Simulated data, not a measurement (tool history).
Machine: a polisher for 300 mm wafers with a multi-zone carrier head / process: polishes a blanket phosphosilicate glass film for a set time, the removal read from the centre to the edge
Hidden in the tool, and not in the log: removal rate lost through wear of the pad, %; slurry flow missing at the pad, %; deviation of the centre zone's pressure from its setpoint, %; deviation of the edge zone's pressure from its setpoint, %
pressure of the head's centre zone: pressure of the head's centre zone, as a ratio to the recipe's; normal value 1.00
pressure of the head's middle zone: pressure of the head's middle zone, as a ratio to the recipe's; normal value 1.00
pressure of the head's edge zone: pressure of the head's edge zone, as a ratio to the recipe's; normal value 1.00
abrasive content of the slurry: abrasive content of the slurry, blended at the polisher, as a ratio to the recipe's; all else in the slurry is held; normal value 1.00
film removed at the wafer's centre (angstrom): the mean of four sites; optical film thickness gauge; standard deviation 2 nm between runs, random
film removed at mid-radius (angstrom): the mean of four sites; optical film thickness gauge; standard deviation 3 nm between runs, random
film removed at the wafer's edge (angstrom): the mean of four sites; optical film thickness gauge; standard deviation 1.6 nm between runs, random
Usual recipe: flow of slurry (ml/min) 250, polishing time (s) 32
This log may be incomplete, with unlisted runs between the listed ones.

run,hour,flow of slurry (ml/min),pressure of the head's centre zone,pressure of the head's middle zone,pressure of the head's edge zone,abrasive content of the slurry,polishing time (s),wafers since the last listed run,wafers polished on this pad,hours since the slurry nozzle was cleaned,hours since the centre zone pressure was calibrated,hours since the edge zone pressure was calibrated,hours since the carrier head's membrane was replaced,"incoming thickness of the incoming film, nm",film removed at the wafer's centre (angstrom),film removed at mid-radius (angstrom),film removed at the wafer's edge (angstrom)
1,0.0,250,1.00,1.00,1.00,0.90,32,0,746,537.1,181.5,1433.1,47.5,2506.4,2497,2495,2385
# hour 14.7: edge zone pressure recalibrated
2,60.8,300,1.00,1.00,1.00,0.80,32,507,1254,597.9,242.3,46.1,108.3,2491.2,2360,2316,2255
3,112.5,300,1.00,1.00,1.00,0.80,32,446,1700,649.6,294.0,97.8,160.0,2476.9,2358,2352,2237
4,152.2,300,1.00,1.00,1.00,0.80,32,342,2043,689.3,333.7,137.5,199.7,2491.5,2329,2285,2180
# hour 177.0: centre zone pressure recalibrated
5,215.2,250,1.09,1.00,1.00,1.00,40,526,2570,752.3,38.2,200.5,262.7,2479.8,3432,3151,2981
# hour 222.8: worn pad replaced by a new one
6,251.2,250,1.00,1.00,1.00,1.10,32,276,244,788.3,74.2,236.5,298.7,2489.3,2787,2734,2672
7,276.9,250,1.05,0.96,1.00,1.15,32,221,466,814.0,99.9,262.2,324.4,2502.6,2997,2739,2752
# hour 316.9: slurry nozzle cleaned
8,339.5,250,1.00,1.00,1.00,1.00,29,531,998,22.6,162.5,324.8,387.0,2466.9,2387,2368,2298
9,367.4,210,1.05,1.00,1.00,1.00,36,240,1239,50.5,190.4,352.7,414.9,2479.1,3072,2936,2821
10,418.5,250,1.00,1.00,1.00,1.00,29,441,1680,101.6,241.5,403.8,466.0,2502.4,2387,2311,2258
11,442.7,335,1.00,1.10,1.00,1.00,22,208,1889,125.8,265.7,428.0,490.2,2499.8,1830,1942,1749
# hour 482.4: carrier head's membrane replaced by a new one
12,487.1,185,1.00,1.00,1.00,1.00,42,340,2230,170.2,310.1,472.4,4.7,2481.8,3289,3240,3161
# hour 515.0: worn pad replaced by a new one
# hour 515.2: centre zone pressure recalibrated
13,521.1,250,1.00,1.00,1.00,1.00,21,257,50,204.2,5.9,506.4,38.7,2475.4,1747,1719,1673
14,571.5,250,1.00,1.00,1.00,1.00,36,435,486,254.6,56.3,556.8,89.1,2463.1,2991,2991,2886
15,622.3,250,1.00,0.95,1.00,1.00,32,438,924,305.4,107.1,607.6,139.9,2531.8,2649,2538,2528
16,694.3,250,1.06,1.00,1.11,1.00,25,621,1546,377.4,179.1,679.6,211.9,2475.3,2169,2054,2071
17,738.9,250,1.00,0.95,1.00,1.00,32,385,1931,422.0,223.7,724.2,256.5,2468.4,2595,2497,2498
# hour 759.5: worn pad replaced by a new one
18,780.7,250,1.07,1.00,1.00,0.80,32,326,182,463.8,265.5,766.0,298.3,2460.4,2535,2307,2237
19,805.6,280,1.00,1.00,1.00,1.00,32,214,397,488.7,290.4,790.9,323.2,2509.6,2676,2620,2556
20,869.6,250,1.00,1.00,1.00,1.00,32,552,950,552.7,354.4,854.9,387.2,2500.3,2643,2619,2498

Forecast each of these 5 alternatives for the next run:
A,870.0,250,1.00,1.00,1.00,1.00,32,3,953,553.1,354.8,855.3,387.6,2491.6,?,?,?
B,870.0,335,1.00,1.00,1.00,1.25,32,3,953,553.1,354.8,855.3,387.6,2491.6,?,?,?
C,870.0,320,1.00,1.00,1.08,1.00,32,3,953,553.1,354.8,855.3,387.6,2491.6,?,?,?
D,870.0,250,1.10,1.04,1.00,1.00,32,3,953,553.1,354.8,855.3,387.6,2491.6,?,?,?
E,870.0,290,0.94,1.10,0.96,1.00,32,3,953,553.1,354.8,855.3,387.6,2491.6,?,?,?

run,film removed at the wafer's centre (angstrom),film removed at mid-radius (angstrom),film removed at the wafer's edge (angstrom)
A,2652,2664,2523
B,3020,3027,2852
C,2704,2712,2656
D,2920,2745,2522
E,2523,2903,2491
Without the tool's unlogged condition, the same runs would have read:
run,film removed at the wafer's centre (angstrom),film removed at mid-radius (angstrom),film removed at the wafer's edge (angstrom)
A,2687,2700,2557
B,3060,3068,2890
C,2741,2748,2691
D,2959,2782,2555
E,2557,2942,2525
